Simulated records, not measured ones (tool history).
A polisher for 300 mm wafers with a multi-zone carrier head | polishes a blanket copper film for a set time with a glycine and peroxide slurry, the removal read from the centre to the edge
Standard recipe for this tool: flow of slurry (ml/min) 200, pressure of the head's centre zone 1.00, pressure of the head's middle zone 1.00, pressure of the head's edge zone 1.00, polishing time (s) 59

run,hour,flow of slurry (ml/min),pressure of the head's centre zone,pressure of the head's middle zone,pressure of the head's edge zone,polishing time (s),"incoming thickness of the incoming film, nm",film removed at the wafer's centre (Å),film removed at mid-radius (Å),film removed at the wafer's edge (Å)
1,0.0,200,1.00,1.00,1.00,59,898.6,2710,2656,2671
2,29.2,200,1.07,1.00,1.00,59,911.4,2945,2676,2646
3,59.5,200,1.00,1.00,1.05,59,911.8,2808,2644,2716
# hour 86.0: worn pad replaced by a new one
4,89.6,200,1.00,0.97,0.95,74,921.5,3431,3282,3281
5,118.4,200,1.00,1.00,0.90,80,904.1,3793,3630,3445
6,132.1,200,1.00,1.00,1.00,59,911.3,2767,2681,2640
7,165.4,200,1.12,0.96,1.00,40,923.4,2123,1740,1812
8,192.2,200,1.00,1.00,1.08,44,920.5,2075,1980,2056
9,217.3,200,0.94,0.88,0.90,59,923.9,2627,2442,2577
10,244.6,200,1.00,1.00,1.00,59,903.4,2832,2690,2658
11,278.2,225,1.00,1.09,0.95,59,914.9,2843,2926,2655
12,292.7,200,0.96,1.00,0.90,72,914.1,3294,3281,3068
13,313.9,200,1.05,1.00,1.00,59,901.6,3005,2644,2628
# hour 342.0: worn pad replaced by a new one
14,346.1,200,1.09,1.00,1.12,59,920.1,3142,2712,2814
15,377.1,235,1.00,0.94,1.00,41,908.5,2039,1792,1886
16,405.6,200,0.94,1.04,1.00,50,918.5,2293,2303,2245
# hour 439.5: centre zone pressure recalibrated
17,441.0,200,1.00,1.00,0.89,59,917.3,2693,2636,2493
18,462.7,270,1.00,1.12,1.00,59,908.9,2801,3009,2722
19,475.8,225,0.94,1.10,0.94,59,905.3,2622,2906,2566
20,509.1,200,1.05,0.91,1.00,59,900.8,2908,2473,2654
21,524.3,200,1.00,0.91,1.00,45,922.6,2086,1904,1998

Measured minus without-hidden-state, run by run (identical run-to-run variation in each term; gauge scatter may differ):
Hidden conditions of the tool in this case: removal rate lost through wear of the pad, %; slurry flow missing at the pad, %; deviation of the centre zone's pressure from its setpoint, %; deviation of the edge zone's pressure from its setpoint, %.
run,film removed at the wafer's centre (Å)
1,+16
2,+27
3,+37
4,+57
5,+76
6,+60
7,+54
8,+59
9,+83
10,+98
11,+109
12,+132
13,+127
14,+143
15,+101
16,+121
17,+1
18,+8
19,+12
20,+25
21,+21
film removed at mid-radius (Å): differs from the measured result by no more than 1 in any run.
film removed at the wafer's edge (Å): 0 in every run.
